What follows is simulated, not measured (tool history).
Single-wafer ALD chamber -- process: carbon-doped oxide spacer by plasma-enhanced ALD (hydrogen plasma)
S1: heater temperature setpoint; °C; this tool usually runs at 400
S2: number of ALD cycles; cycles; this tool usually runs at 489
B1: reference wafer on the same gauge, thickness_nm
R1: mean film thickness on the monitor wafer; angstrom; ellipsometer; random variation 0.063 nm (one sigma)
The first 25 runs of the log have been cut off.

{"run": 26, "hour": 559.8, "S1": 400, "S2": 405, "B1": 19.701, "R1": 201.73}
{"run": 27, "hour": 577.8, "S1": 404, "S2": 489, "B1": 19.705, "R1": 242.17}
{"run": 28, "hour": 612.8, "S1": 413, "S2": 489, "B1": 19.703, "R1": 234.21}
{"run": 29, "hour": 636.0, "S1": 400, "S2": 489, "B1": 19.698, "R1": 244.31}
{"run": 30, "hour": 652.0, "S1": 396, "S2": 489, "B1": 19.696, "R1": 243.48}
{"run": 31, "hour": 664.1, "S1": 400, "S2": 459, "B1": 19.696, "R1": 229.49}
{"run": 32, "hour": 698.7, "S1": 400, "S2": 527, "B1": 19.7, "R1": 262.39}
{"run": 33, "hour": 733.3, "S1": 400, "S2": 552, "B1": 19.708, "R1": 274.59}
{"run": 34, "hour": 768.2, "S1": 411, "S2": 425, "B1": 19.696, "R1": 204.13}
{"run": 35, "hour": 792.9, "S1": 400, "S2": 489, "B1": 19.711, "R1": 242.28}
{"run": 36, "hour": 816.6, "S1": 404, "S2": 429, "B1": 19.712, "R1": 211.23}
{"run": 37, "hour": 847.9, "S1": 388, "S2": 530, "B1": 19.7, "R1": 265.14}
{"run": 38, "hour": 869.0, "S1": 400, "S2": 527, "B1": 19.709, "R1": 262.13}
{"run": 39, "hour": 904.5, "S1": 404, "S2": 398, "B1": 19.707, "R1": 195.51}
{"run": 40, "hour": 935.6, "S1": 408, "S2": 445, "B1": 19.699, "R1": 216.02}
{"run": 41, "hour": 952.9, "S1": 411, "S2": 489, "B1": 19.701, "R1": 235.21}

Each row is a separate what-if for the run after 41, all from the same tool condition, not one after another. Results?
{"run": "A", "hour": 954.0, "S1": 400, "S2": 411, "B1": "?", "R1": "?"}
{"run": "B", "hour": 954.0, "S1": 405, "S2": 489, "B1": "?", "R1": "?"}
{"run": "C", "hour": 954.0, "S1": 413, "S2": 432, "B1": "?", "R1": "?"}

run=A B1=19.700 R1=204.18
run=B B1=19.700 R1=239.43
run=C B1=19.700 R1=206.58
With no hidden state in the tool, these same runs would have given:
run=A R1=205.43
run=B R1=240.92
run=C R1=207.89

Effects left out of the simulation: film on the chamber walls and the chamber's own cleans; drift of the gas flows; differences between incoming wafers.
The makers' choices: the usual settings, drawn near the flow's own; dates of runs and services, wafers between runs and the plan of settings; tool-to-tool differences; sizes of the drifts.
